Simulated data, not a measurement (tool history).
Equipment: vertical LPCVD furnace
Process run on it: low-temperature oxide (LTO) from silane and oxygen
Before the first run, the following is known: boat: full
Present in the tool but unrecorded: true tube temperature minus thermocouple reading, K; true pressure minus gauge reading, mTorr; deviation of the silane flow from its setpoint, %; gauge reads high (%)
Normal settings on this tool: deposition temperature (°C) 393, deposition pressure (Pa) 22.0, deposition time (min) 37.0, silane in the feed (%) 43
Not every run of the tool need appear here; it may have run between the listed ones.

| run | day | deposition temperature (°C) | deposition pressure (Pa) | deposition time (min) | silane in the feed (%) | wafers since the last listed run | hours since the last temperature calibration | hours since the pressure gauge was zeroed | hours since the silane flow controller was replaced | hours since the gauge calibration | read-back reference wafer on the same gauge, thickness | film thickness on the monitor wafer in the middle of the boat (Å) |
|---|---|---|---|---|---|---|---|---|---|---|---|---|
| 1 | 0.000 | 393 | 18.7 | 37.0 | 43 | 0 | 3073.7 | 3438.4 | 1564.4 | 211.2 | 289.53 | 2151.3 |
| 2 | 2.171 | 397 | 25.3 | 37.0 | 43 | 547 | 3125.8 | 3490.5 | 1616.5 | 263.3 | 289.32 | 3050.0 |
| 3 | 4.225 | 393 | 22.0 | 37.0 | 43 | 517 | 3175.1 | 3539.8 | 1665.8 | 312.6 | 289.08 | 2538.9 |
| 4 | 6.975 | 393 | 26.0 | 37.0 | 43 | 693 | 3241.1 | 3605.8 | 1731.8 | 378.6 | 288.73 | 2995.1 |
| 5 | 9.017 | 393 | 26.0 | 37.0 | 43 | 514 | 3290.1 | 3654.8 | 1780.8 | 427.6 | 288.74 | 2987.5 |
| 6 | 11.179 | 393 | 24.7 | 37.0 | 43 | 545 | 3342.0 | 3706.7 | 1832.7 | 479.5 | 289.24 | 2837.9 |
| 7 | 12.233 | 393 | 22.0 | 37.0 | 37 | 265 | 3367.3 | 3732.0 | 1858.0 | 504.8 | 288.71 | 2091.1 |
| 8 | 13.754 | 390 | 22.0 | 37.0 | 43 | 383 | 3403.8 | 3768.5 | 1894.5 | 541.3 | 289.01 | 2459.6 |
| 9 | 16.092 | 390 | 22.0 | 37.0 | 43 | 589 | 3459.9 | 3824.6 | 1950.6 | 597.4 | 288.84 | 2456.1 |
| 10 | 18.325 | 393 | 22.0 | 37.0 | 43 | 563 | 3513.5 | 3878.2 | 2004.2 | 651.0 | 288.99 | 2535.5 |
| 11 | 21.304 | 393 | 22.0 | 37.0 | 43 | 751 | 3585.0 | 3949.7 | 2075.7 | 722.5 | 289.08 | 2529.6 |
|  | 22.392 | silane flow controller replaced |
| 12 | 23.217 | 393 | 22.0 | 37.0 | 43 | 230 | 3630.9 | 3995.6 | 19.8 | 768.4 | 288.53 | 2656.5 |
|  | 26.425 | thermocouples replaced and temperature profile calibrated |
| 13 | 26.446 | 401 | 22.0 | 23.0 | 36 | 562 | 0.5 | 4073.1 | 97.3 | 845.9 | 288.86 | 1370.3 |
| 14 | 27.821 | 393 | 20.0 | 23.5 | 49 | 346 | 33.5 | 4106.1 | 130.3 | 878.9 | 288.66 | 1657.0 |
| 15 | 29.238 | 393 | 18.0 | 49.5 | 43 | 357 | 67.5 | 4140.1 | 164.3 | 912.9 | 288.82 | 2771.1 |
| 16 | 31.967 | 397 | 22.0 | 30.0 | 39 | 688 | 133.0 | 4205.6 | 229.8 | 978.4 | 289.17 | 1900.0 |
|  | 33.175 | gauge calibrated |
| 17 | 33.933 | 402 | 20.0 | 25.0 | 35 | 495 | 180.2 | 4252.8 | 277.0 | 18.2 | 289.02 | 1314.4 |
|  | 35.446 | pressure gauge zeroed |
| 18 | 35.871 | 393 | 16.7 | 44.0 | 43 | 236 | 226.7 | 10.2 | 323.5 | 64.7 | 289.30 | 2260.1 |
| 19 | 38.167 | 386 | 20.7 | 45.5 | 48 | 578 | 281.8 | 65.3 | 378.6 | 119.8 | 288.98 | 3013.3 |
| 20 | 40.912 | 393 | 26.0 | 37.0 | 43 | 692 | 347.7 | 131.2 | 444.5 | 185.7 | 289.04 | 2961.4 |
| 21 | 42.725 | 396 | 22.0 | 26.5 | 46 | 456 | 391.2 | 174.7 | 488.0 | 229.2 | 288.81 | 2002.8 |
| 22 | 44.454 | 393 | 22.0 | 37.0 | 43 | 435 | 432.7 | 216.2 | 529.5 | 270.7 | 289.10 | 2503.1 |

4 options for the next run, each taken on its own from the tool as it stands now. Forecast them:
| A | 44.683 | 393 | 22.0 | 37.0 | 43 | 57 | 438.2 | 221.7 | 535.0 | 276.2 | ? | ? |
| B | 44.683 | 387 | 24.0 | 30.0 | 38 | 57 | 438.2 | 221.7 | 535.0 | 276.2 | ? | ? |
| C | 44.683 | 388 | 20.0 | 37.0 | 35 | 57 | 438.2 | 221.7 | 535.0 | 276.2 | ? | ? |
| D | 44.683 | 393 | 22.0 | 48.0 | 46 | 57 | 438.2 | 221.7 | 535.0 | 276.2 | ? | ? |

| run | read-back reference wafer on the same gauge, thickness | film thickness on the monitor wafer in the middle of the boat (Å) |
|---|---|---|
| A | 289.24 | 2511.8 |
| B | 289.24 | 1777.7 |
| C | 289.24 | 1652.1 |
| D | 289.24 | 3511.6 |
Stripped of hidden state, with their random variation kept, the same runs would have yielded:
| run | film thickness on the monitor wafer in the middle of the boat (Å) |
|---|---|
| A | 2524.2 |
| B | 1794.9 |
| C | 1672.8 |
| D | 3519.1 |
